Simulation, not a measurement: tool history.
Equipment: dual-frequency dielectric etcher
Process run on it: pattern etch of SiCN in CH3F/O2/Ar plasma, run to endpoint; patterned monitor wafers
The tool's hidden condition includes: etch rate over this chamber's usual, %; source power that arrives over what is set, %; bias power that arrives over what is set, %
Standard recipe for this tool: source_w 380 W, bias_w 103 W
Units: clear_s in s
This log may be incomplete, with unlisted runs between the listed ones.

run	day	source_w	bias_w	wafers since the last listed run	hours since the last wet clean	hours since the last source power generator calibration	hours since the last bias power generator calibration	hours since the last upper electrode change	incoming incoming film thickness, nm	clear_s
1	0.000	380	103	0	438.8	1821.3	2097.8	3864.2	10.08	22.9
# day 2.054: wet clean of the chamber
2	2.075	380	103	243	0.5	1871.1	2147.6	3914.0	10.10	23.2
3	2.146	380	103	16	2.2	1872.8	2149.3	3915.7	10.15	23.4
4	5.600	380	103	783	85.1	1955.7	2232.2	3998.6	10.13	23.3
5	6.558	380	103	217	108.1	1978.7	2255.2	4021.6	10.20	23.4
6	8.008	380	103	328	142.9	2013.5	2290.0	4056.4	10.26	23.5
7	9.354	380	103	305	175.2	2045.8	2322.3	4088.7	10.20	23.4
8	10.050	380	103	157	191.9	2062.5	2339.0	4105.4	10.21	23.2
9	10.808	380	103	171	210.1	2080.7	2357.2	4123.6	10.10	23.1
10	11.917	380	103	251	236.7	2107.3	2383.8	4150.2	10.19	23.4
11	13.250	380	103	302	268.7	2139.3	2415.8	4182.2	10.06	23.1
12	14.046	380	103	180	287.8	2158.4	2434.9	4201.3	10.19	23.2
13	14.858	380	93	184	307.3	2177.9	2454.4	4220.8	10.19	24.6
14	15.429	380	103	129	321.0	2191.6	2468.1	4234.5	10.14	23.1
15	16.158	380	103	165	338.5	2209.1	2485.6	4252.0	10.38	23.9
16	17.617	380	113	330	373.5	2244.1	2520.6	4287.0	10.17	22.2
# day 18.379: bias power generator calibrated
17	18.879	380	103	248	403.8	2274.4	12.0	4317.3	10.17	23.2
18	19.392	470	121	116	416.1	2286.7	24.3	4329.6	10.15	19.7
# day 19.808: source power generator calibrated
# day 21.250: upper electrode replaced
19	21.271	380	87	161	461.2	35.1	69.4	0.5	10.18	25.5
20	21.283	330	92	2	461.5	35.4	69.7	0.8	10.24	26.2
# day 22.775: wet clean of the chamber
21	22.796	380	103	116	0.5	71.7	106.0	37.1	10.26	23.7
22	22.929	300	112	30	3.7	74.9	109.2	40.3	10.27	24.5
23	24.167	380	103	280	33.4	104.6	138.9	70.0	10.26	23.8
24	25.567	280	103	317	67.0	138.2	172.5	103.6	10.31	26.5
25	26.704	380	110	257	94.3	165.5	199.8	130.9	10.25	22.7
26	27.208	410	110	114	106.4	177.6	211.9	143.0	10.23	22.0
27	28.242	420	103	234	131.2	202.4	236.7	167.8	10.31	22.9
28	29.258	380	103	230	155.6	226.8	261.1	192.2	10.17	23.4
29	29.825	290	103	128	169.2	240.4	274.7	205.8	10.15	25.7
30	30.362	380	85	121	182.1	253.3	287.6	218.7	10.19	26.1
31	31.617	450	103	284	212.2	283.4	317.7	248.8	10.29	22.3
32	32.912	330	117	293	243.3	314.5	348.8	279.9	10.20	22.8

Hidden state, per run?
source power that arrives over what is set, %: 0 across all the runs
bias power that arrives over what is set, %: 0 across all the runs
H1: etch rate over this chamber's usual, %
run	H1
1	0.992
2	0.0472
3	0.0511
4	0.238
5	0.29
6	0.368
7	0.441
8	0.479
9	0.52
10	0.58
11	0.652
12	0.695
13	0.739
14	0.77
15	0.809
16	0.888
17	0.956
18	0.984
19	1.09
20	1.09
21	-0.337
22	-0.33
23	-0.263
24	-0.187
25	-0.126
26	-0.0986
27	-0.0426
28	0.0124
29	0.043
30	0.0721
31	0.14
32	0.21
